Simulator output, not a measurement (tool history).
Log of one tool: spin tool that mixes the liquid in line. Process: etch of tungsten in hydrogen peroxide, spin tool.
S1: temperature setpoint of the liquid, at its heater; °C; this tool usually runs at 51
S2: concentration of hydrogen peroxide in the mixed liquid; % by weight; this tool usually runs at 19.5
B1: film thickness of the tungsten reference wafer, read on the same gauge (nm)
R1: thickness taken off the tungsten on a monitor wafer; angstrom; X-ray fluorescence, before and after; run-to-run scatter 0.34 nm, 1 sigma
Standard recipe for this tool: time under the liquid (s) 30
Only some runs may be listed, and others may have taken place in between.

{"run": 1, "hour": 0.0, "S1": 51, "S2": 19.5, "time under the liquid (s)": 30, "B1": 120.01, "R1": 494.7}
{"run": 2, "hour": 96.0, "S1": 51, "S2": 19.5, "time under the liquid (s)": 30, "B1": 120.01, "R1": 493.6}
{"run": 3, "hour": 195.6, "S1": 51, "S2": 19.5, "time under the liquid (s)": 30, "B1": 120, "R1": 491.9}
{"run": 4, "hour": 412.4, "S1": 54.5, "S2": 22, "time under the liquid (s)": 30, "B1": 120.01, "R1": 652.9}
{"run": 5, "hour": 460.3, "S1": 46.5, "S2": 14, "time under the liquid (s)": 40, "B1": 120.01, "R1": 422.8}
{"run": 6, "hour": 560.1, "S1": 51, "S2": 22.5, "time under the liquid (s)": 25, "B1": 120, "R1": 436.5}
{"run": 7, "hour": 638.0, "S1": 55.5, "S2": 25.5, "time under the liquid (s)": 25, "B1": 119.98, "R1": 610.4}
{"run": 8, "hour": 713.6, "S1": 45.5, "S2": 19.5, "time under the liquid (s)": 30, "B1": 119.98, "R1": 348}
{"run": 9, "hour": 786.7, "S1": 58, "S2": 19.5, "time under the liquid (s)": 30, "B1": 120.03, "R1": 747.2}
{"run": 10, "hour": 885.0, "S1": 51, "S2": 15.5, "time under the liquid (s)": 30, "B1": 119.99, "R1": 436.7}
{"run": 11, "hour": 941.5, "S1": 51, "S2": 14, "time under the liquid (s)": 30, "B1": 119.98, "R1": 414}
{"run": 12, "hour": 1004.8, "S1": 51, "S2": 25, "time under the liquid (s)": 15, "B1": 120.02, "R1": 274.6}
{"run": 13, "hour": 1100.1, "S1": 51, "S2": 19.5, "time under the liquid (s)": 30, "B1": 119.98, "R1": 480}
{"run": 14, "hour": 1188.4, "S1": 59, "S2": 16.5, "time under the liquid (s)": 15, "B1": 119.99, "R1": 357.6}
{"run": 15, "hour": 1230.6, "S1": 51, "S2": 19.5, "time under the liquid (s)": 30, "B1": 120, "R1": 521.1}
{"run": 16, "hour": 1529.4, "S1": 51, "S2": 19.5, "time under the liquid (s)": 30, "B1": 119.98, "R1": 519.4}
{"run": 17, "hour": 1574.3, "S1": 51, "S2": 24, "time under the liquid (s)": 25, "B1": 120.01, "R1": 481.5}
{"run": 18, "hour": 1665.2, "S1": 51, "S2": 19.5, "time under the liquid (s)": 30, "B1": 120, "R1": 517.4}
{"run": 19, "hour": 1718.1, "S1": 51, "S2": 13.5, "time under the liquid (s)": 30, "B1": 120, "R1": 429.9}
{"run": 20, "hour": 1816.6, "S1": 42, "S2": 23.5, "time under the liquid (s)": 20, "B1": 119.99, "R1": 213.8}
{"run": 21, "hour": 1870.6, "S1": 59, "S2": 24.5, "time under the liquid (s)": 15, "B1": 120.01, "R1": 466}
{"run": 22, "hour": 1925.9, "S1": 51, "S2": 19.5, "time under the liquid (s)": 30, "B1": 120.01, "R1": 510.5}
{"run": 23, "hour": 1994.6, "S1": 59.5, "S2": 17, "time under the liquid (s)": 20, "B1": 120.01, "R1": 524.3}
{"run": 24, "hour": 2057.8, "S1": 51, "S2": 19.5, "time under the liquid (s)": 20, "B1": 120, "R1": 341.9}
{"run": 25, "hour": 2139.7, "S1": 57.5, "S2": 19.5, "time under the liquid (s)": 30, "B1": 120.01, "R1": 747}

Taken out of this log: 9 entries between the listed runs. Where each belongs, and how the hidden state differs across it:
In the gap between runs 2 and 3: peroxide flow meter replaced (hour 164.9)
  temperature lost on the way to the wafer (K): 0.759 -> 0.788
  difference, measured minus the result without the unlogged condition, R1: -23.4 -> -24.3 angstrom
In the gap between runs 3 and 4: new drum of peroxide connected (hour 240.1)
  temperature lost on the way to the wafer (K): 0.788 -> 0.852
  difference, measured minus the result without the unlogged condition, R1: -24.3 -> -33.9 angstrom
In the gap between runs 7 and 8: gauge calibrated (hour 669.1); thermometer replaced (hour 709.7)
  temperature lost on the way to the wafer (K): 0.919 -> 0.942
  difference, measured minus the result without the unlogged condition, R1: -34.2 -> -21.3 angstrom
In the gap between runs 8 and 9: peroxide flow meter replaced (hour 766.8)
  temperature lost on the way to the wafer (K): 0.942 -> 0.963
  difference, measured minus the result without the unlogged condition, R1: -21.3 -> -43.1 angstrom
In the gap between runs 14 and 15: heated supply line repaired (hour 1200.5)
  temperature lost on the way to the wafer (K): 1.08 -> 0.0102
  difference, measured minus the result without the unlogged condition, R1: -23.1 -> -0.3 angstrom
In the gap between runs 15 and 16: peroxide flow meter replaced (hour 1441.4)
  temperature lost on the way to the wafer (K): 0.0102 -> 0.0987
  difference, measured minus the result without the unlogged condition, R1: -0.3 -> -3.1 angstrom
In the gap between runs 20 and 21: new drum of peroxide connected (hour 1847.3)
  temperature lost on the way to the wafer (K): 0.184 -> 0.2
  difference, measured minus the result without the unlogged condition, R1: -2.5 -> -5.4 angstrom
In the gap between runs 23 and 24: peroxide flow meter replaced (hour 2023.3)
  temperature lost on the way to the wafer (K): 0.236 -> 0.255
  difference, measured minus the result without the unlogged condition, R1: -7.3 -> -5.5 angstrom
